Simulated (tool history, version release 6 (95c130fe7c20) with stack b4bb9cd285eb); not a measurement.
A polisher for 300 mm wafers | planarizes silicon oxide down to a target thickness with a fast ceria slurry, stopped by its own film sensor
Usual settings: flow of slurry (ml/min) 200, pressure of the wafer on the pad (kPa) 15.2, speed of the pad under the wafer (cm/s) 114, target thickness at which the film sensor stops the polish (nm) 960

| run | hour | flow of slurry (ml/min) | pressure of the wafer on the pad (kPa) | speed of the pad under the wafer (cm/s) | target thickness at which the film sensor stops the polish (nm) | wafers since the last listed run | wafers polished on this pad | hours since the slurry nozzle was cleaned | hours since the head pressure was calibrated | incoming thickness of the incoming film, nm | time until the film sensor stopped the polish (s) |
|---|---|---|---|---|---|---|---|---|---|---|---|
| 1 | 0 | 200 | 15.2 | 114 | 960 | 0 | 1706 | 0.5 | 177.2 | 2206.7 | 102 |
| 2 | 54.3 | 200 | 15.2 | 114 | 960 | 413 | 2120 | 54.8 | 231.5 | 2154 | 97.7 |
| 3 | 99.2 | 200 | 15.2 | 114 | 960 | 342 | 2463 | 99.7 | 276.4 | 2169.3 | 101.3 |
| 4 | 130.9 | 200 | 15.2 | 114 | 960 | 241 | 2704 | 131.4 | 308.1 | 2184.9 | 102 |
|  | 136.3 | worn pad replaced by a new one |
| 5 | 156.7 | 200 | 15.2 | 114 | 960 | 166 | 155 | 157.2 | 333.9 | 2201.4 | 101.2 |
| 6 | 214.5 | 200 | 15.2 | 114 | 960 | 440 | 595 | 215 | 391.7 | 2192.8 | 102 |
| 7 | 279.4 | 200 | 15.2 | 114 | 960 | 494 | 1090 | 279.9 | 456.6 | 2206.5 | 102.3 |
| 8 | 306.9 | 200 | 15.2 | 114 | 960 | 209 | 1300 | 307.4 | 484.1 | 2179.2 | 99.8 |
| 9 | 336.5 | 200 | 15.2 | 102 | 960 | 225 | 1525 | 337 | 513.7 | 2204.6 | 109.7 |
| 10 | 385.2 | 200 | 15.2 | 102 | 960 | 371 | 1897 | 385.7 | 562.4 | 2172.1 | 106.8 |
|  | 438.4 | slurry nozzle cleaned |
| 11 | 541.6 | 200 | 15.2 | 100 | 960 | 1184 | 3081 | 103.2 | 718.8 | 2203.6 | 112.5 |
|  | 566.9 | worn pad replaced by a new one |
| 12 | 600.2 | 200 | 15.2 | 114 | 960 | 416 | 254 | 161.8 | 777.4 | 2197.8 | 100.1 |
| 13 | 667.7 | 200 | 15.2 | 114 | 960 | 514 | 768 | 229.3 | 844.9 | 2168.3 | 95.3 |
| 14 | 724.3 | 200 | 15.2 | 114 | 960 | 431 | 1200 | 285.9 | 901.5 | 2192.8 | 96.5 |
| 15 | 767.4 | 255 | 15.2 | 114 | 797 | 328 | 1528 | 329 | 944.6 | 2187.6 | 105.9 |
|  | 815.1 | slurry nozzle cleaned |
| 16 | 822.7 | 235 | 15.2 | 78 | 960 | 413 | 1942 | 7.6 | 999.9 | 2178 | 125.3 |
| 17 | 928.3 | 255 | 16.5 | 96 | 1152 | 805 | 2747 | 113.2 | 1105.5 | 2233.9 | 87.6 |
|  | 955.2 | worn pad replaced by a new one |
| 18 | 989.3 | 145 | 10.3 | 136 | 960 | 434 | 259 | 174.2 | 1166.5 | 2208.3 | 127.1 |
| 19 | 1041.5 | 200 | 15.2 | 114 | 960 | 397 | 657 | 226.4 | 1218.7 | 2203.9 | 94.9 |
| 20 | 1066.2 | 200 | 15.2 | 114 | 960 | 188 | 846 | 251.1 | 1243.4 | 2180 | 92.1 |
|  | 1141.1 | head pressure recalibrated |
| 21 | 1254.5 | 230 | 13.8 | 114 | 1328 | 1420 | 2266 | 439.4 | 113.4 | 2156.3 | 63.7 |
| 22 | 1290.8 | 200 | 15.2 | 114 | 960 | 276 | 2543 | 475.7 | 149.7 | 2184.3 | 86.3 |
|  | 1292.2 | slurry nozzle cleaned |
| 23 | 1349.8 | 165 | 17.9 | 152 | 960 | 442 | 2985 | 57.6 | 208.7 | 2233.8 | 61.8 |
|  | 1367.5 | worn pad replaced by a new one |
| 24 | 1385.9 | 155 | 15.2 | 114 | 960 | 244 | 139 | 93.7 | 244.8 | 2176.4 | 88.9 |
|  | 1441.2 | head pressure recalibrated, repeated, since the last time left the tool worse |
| 25 | 1450.8 | 200 | 15.2 | 114 | 960 | 479 | 619 | 158.6 | 9.6 | 2195.9 | 100.9 |
| 26 | 1505 | 150 | 15.2 | 98 | 960 | 413 | 1032 | 212.8 | 63.8 | 2194.2 | 117.7 |
| 27 | 1569.5 | 200 | 11 | 114 | 960 | 491 | 1524 | 277.3 | 128.3 | 2195.7 | 139.2 |
| 28 | 1600.5 | 145 | 10.3 | 136 | 960 | 236 | 1760 | 308.3 | 159.3 | 2162.3 | 130.2 |
| 29 | 1654.7 | 250 | 15.2 | 150 | 815 | 413 | 2173 | 362.5 | 213.5 | 2198.4 | 90.1 |
|  | 1660.1 | slurry nozzle cleaned |
| 30 | 1697.4 | 200 | 15.2 | 114 | 1243 | 317 | 2491 | 37.3 | 256.2 | 2198.1 | 78.4 |
| 31 | 1736.3 | 165 | 15.2 | 114 | 574 | 296 | 2788 | 76.2 | 295.1 | 2187 | 134.2 |
|  | 1754.7 | worn pad replaced by a new one |
| 32 | 1781.7 | 235 | 15.2 | 78 | 960 | 315 | 205 | 121.6 | 340.5 | 2181.4 | 132.1 |
| 33 | 1810.8 | 235 | 19.3 | 136 | 1084 | 221 | 427 | 150.7 | 369.6 | 2161.9 | 59.8 |
| 34 | 1841.5 | 200 | 15.2 | 134 | 960 | 234 | 661 | 181.4 | 400.3 | 2176.5 | 87.3 |
| 35 | 1879 | 150 | 15.2 | 138 | 1388 | 285 | 947 | 218.9 | 437.8 | 2209.7 | 59.2 |

Some steps in time until the film sensor stopped the polish (s) between neighbouring runs. How much of each would the tool show without its hidden state too (settings, what came in, random variation), and how much is left for the hidden state, with any gauge scatter that isn't in both results?
The hidden state here: removal rate lost through wear of the pad, %; slurry flow missing at the pad, %; deviation of the head's pressure from its setpoint, %.
Run 22 -> 23: flow of slurry (ml/min) 200 -> 165, pressure of the wafer on the pad (kPa) 15.2 -> 17.9, speed of the pad under the wafer (cm/s) 114 -> 152, slurry nozzle cleaned. time until the film sensor stopped the polish (s) -24.5: hidden state +3.6, all else -28.1.
Run 23 -> 24: flow of slurry (ml/min) 165 -> 155, pressure of the wafer on the pad (kPa) 17.9 -> 15.2, speed of the pad under the wafer (cm/s) 152 -> 114, worn pad replaced by a new one. time until the film sensor stopped the polish (s) +27.1: hidden state -4.3, all else +31.4.
Run 24 -> 25: flow of slurry (ml/min) 155 -> 200, head pressure recalibrated, repeated, since the last time left the tool worse. time until the film sensor stopped the polish (s) +12: hidden state +14.5, all else -2.5.
Run 28 -> 29: flow of slurry (ml/min) 145 -> 250, pressure of the wafer on the pad (kPa) 10.3 -> 15.2, speed of the pad under the wafer (cm/s) 136 -> 150, target thickness at which the film sensor stops the polish (nm) 960 -> 815. time until the film sensor stopped the polish (s) -40.1: hidden state -0.4, all else -39.7.
Run 30 -> 31: flow of slurry (ml/min) 200 -> 165, target thickness at which the film sensor stops the polish (nm) 1243 -> 574. time until the film sensor stopped the polish (s) +55.8: hidden state +0.1, all else +55.7.
Run 32 -> 33: pressure of the wafer on the pad (kPa) 15.2 -> 19.3, speed of the pad under the wafer (cm/s) 78 -> 136, target thickness at which the film sensor stops the polish (nm) 960 -> 1084. time until the film sensor stopped the polish (s) -72.3: hidden state -0.1, all else -72.2.
